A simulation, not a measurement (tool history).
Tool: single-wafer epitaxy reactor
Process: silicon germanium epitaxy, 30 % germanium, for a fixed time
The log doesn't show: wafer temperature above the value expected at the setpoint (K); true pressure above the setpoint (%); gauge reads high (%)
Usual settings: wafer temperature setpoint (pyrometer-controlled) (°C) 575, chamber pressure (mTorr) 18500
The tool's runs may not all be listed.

| run | day | wafer temperature setpoint (pyrometer-controlled) (°C) | chamber pressure (mTorr) | wafers since the last listed run | hours since the last pyrometer calibration | hours since the last manometer calibration | hours since the showerhead was replaced | hours since the gauge calibration | read-back reference wafer on the same gauge, thickness_nm | mean film thickness on the monitor wafer (nm) |
|---|---|---|---|---|---|---|---|---|---|---|
| 1 | 0 | 575 | 16900 | 0 | 1710.7 | 738.5 | 4030 | 629.2 | 27.213 | 29.533 |
| 2 | 1.192 | 575 | 18500 | 365 | 1739.3 | 767.1 | 4058.6 | 657.8 | 27.254 | 30.972 |
| 3 | 1.804 | 575 | 18500 | 187 | 1754 | 781.8 | 4073.3 | 672.5 | 27.198 | 31.296 |
| 4 | 2.325 | 575 | 18500 | 159 | 1766.5 | 794.3 | 4085.8 | 685 | 27.242 | 31.453 |
| 5 | 3.433 | 575 | 18500 | 339 | 1793.1 | 820.9 | 4112.4 | 711.6 | 27.192 | 31.271 |
|  | 3.471 | gauge calibrated |
| 6 | 4.879 | 575 | 18500 | 443 | 1827.8 | 855.6 | 4147.1 | 33.8 | 27.176 | 31.259 |
| 7 | 5.408 | 575 | 18500 | 162 | 1840.5 | 868.3 | 4159.8 | 46.5 | 27.236 | 31.005 |
| 8 | 7.746 | 575 | 18500 | 716 | 1896.6 | 924.4 | 4215.9 | 102.6 | 27.163 | 31.258 |
|  | 8.579 | capacitance manometer re-zeroed and calibrated |
| 9 | 8.633 | 575 | 18500 | 169 | 1917.9 | 1.3 | 4237.2 | 123.9 | 27.187 | 33.622 |
| 10 | 9.317 | 575 | 18500 | 209 | 1934.3 | 17.7 | 4253.6 | 140.3 | 27.203 | 32.974 |
| 11 | 10.667 | 575 | 18500 | 413 | 1966.7 | 50.1 | 4286 | 172.7 | 27.176 | 33.137 |
| 12 | 11.95 | 586 | 16100 | 393 | 1997.5 | 80.9 | 4316.8 | 203.5 | 27.211 | 38.14 |
| 13 | 12.467 | 569 | 13900 | 158 | 2009.9 | 93.3 | 4329.2 | 215.9 | 27.206 | 26.359 |
| 14 | 13.396 | 575 | 18500 | 284 | 2032.2 | 115.6 | 4351.5 | 238.2 | 27.209 | 33.327 |
|  | 13.796 | pyrometer calibrated |
| 15 | 13.967 | 575 | 18500 | 72 | 4.1 | 129.3 | 4365.2 | 251.9 | 27.147 | 33.212 |
| 16 | 14.825 | 588 | 15400 | 263 | 24.7 | 149.9 | 4385.8 | 272.5 | 27.128 | 38.095 |
|  | 15.5 | showerhead replaced |
| 17 | 15.521 | 575 | 18500 | 111 | 41.4 | 166.6 | 0.5 | 289.2 | 27.212 | 33.011 |
| 18 | 16.492 | 575 | 21100 | 297 | 64.7 | 189.9 | 23.8 | 312.5 | 27.188 | 35.265 |
| 19 | 17.271 | 580 | 15000 | 238 | 83.4 | 208.6 | 42.5 | 331.2 | 27.241 | 32.794 |
| 20 | 18.179 | 575 | 16700 | 278 | 105.2 | 230.4 | 64.3 | 353 | 27.18 | 31.524 |
| 21 | 19.333 | 579 | 16500 | 353 | 132.9 | 258.1 | 92 | 380.7 | 27.182 | 33.505 |
|  | 19.792 | capacitance manometer re-zeroed and calibrated, repeated, since the last time left the tool worse |
| 22 | 20.175 | 590 | 20800 | 155 | 153.1 | 9.2 | 112.2 | 400.9 | 27.284 | 43.295 |
| 23 | 20.783 | 570 | 20900 | 186 | 167.7 | 23.8 | 126.8 | 415.5 | 27.218 | 30.864 |
| 24 | 21.738 | 575 | 18500 | 292 | 190.6 | 46.7 | 149.7 | 438.4 | 27.2 | 31.957 |
| 25 | 23.179 | 575 | 18500 | 441 | 225.2 | 81.3 | 184.3 | 473 | 27.251 | 31.991 |
| 26 | 23.95 | 575 | 18500 | 236 | 243.7 | 99.8 | 202.8 | 491.5 | 27.227 | 31.564 |
| 27 | 24.671 | 588 | 14400 | 220 | 261 | 117.1 | 220.1 | 508.8 | 27.232 | 34.962 |
| 28 | 25.988 | 571 | 22800 | 403 | 292.6 | 148.7 | 251.7 | 540.4 | 27.151 | 32.33 |
| 29 | 26.575 | 569 | 16500 | 180 | 306.7 | 162.8 | 265.8 | 554.5 | 27.196 | 27.148 |
| 30 | 27.317 | 575 | 18500 | 227 | 324.5 | 180.6 | 283.6 | 572.3 | 27.255 | 31.59 |
| 31 | 28.071 | 575 | 18500 | 231 | 342.6 | 198.7 | 301.7 | 590.4 | 27.164 | 31.455 |
| 32 | 28.667 | 583 | 20100 | 182 | 356.9 | 213 | 316 | 604.7 | 27.222 | 37.497 |
| 33 | 29.558 | 575 | 18500 | 273 | 378.3 | 234.4 | 337.4 | 626.1 | 27.161 | 31.23 |
| 34 | 30.688 | 587 | 21600 | 345 | 405.4 | 261.5 | 364.5 | 653.2 | 27.139 | 41.098 |
| 35 | 31.671 | 580 | 20100 | 301 | 429 | 285.1 | 388.1 | 676.8 | 27.212 | 35.696 |

Hidden state or all else? Some run-to-run changes of mean film thickness on the monitor wafer (nm), split into what the settings, what came in and random variation would give without the hidden state, and what is left for the hidden state (with any gauge scatter that isn't in both results):
Run 8 -> 9: capacitance manometer re-zeroed and calibrated. mean film thickness on the monitor wafer (nm) +2.364: hidden state +2.293, all else +0.071.
Run 12 -> 13: wafer temperature setpoint (pyrometer-controlled) (°C) 586 -> 569, chamber pressure (mTorr) 16100 -> 13900. mean film thickness on the monitor wafer (nm) -11.781: hidden state -0.47, all else -11.311.
Run 21 -> 22: wafer temperature setpoint (pyrometer-controlled) (°C) 579 -> 590, chamber pressure (mTorr) 16500 -> 20800, capacitance manometer re-zeroed and calibrated, repeated, since the last time left the tool worse. mean film thickness on the monitor wafer (nm) +9.79: hidden state -1.096, all else +10.886.
Run 22 -> 23: wafer temperature setpoint (pyrometer-controlled) (°C) 590 -> 570, chamber pressure (mTorr) 20800 -> 20900. mean film thickness on the monitor wafer (nm) -12.431: hidden state -0.023, all else -12.408.
Run 33 -> 34: wafer temperature setpoint (pyrometer-controlled) (°C) 575 -> 587, chamber pressure (mTorr) 18500 -> 21600. mean film thickness on the monitor wafer (nm) +9.868: hidden state -0.153, all else +10.021.

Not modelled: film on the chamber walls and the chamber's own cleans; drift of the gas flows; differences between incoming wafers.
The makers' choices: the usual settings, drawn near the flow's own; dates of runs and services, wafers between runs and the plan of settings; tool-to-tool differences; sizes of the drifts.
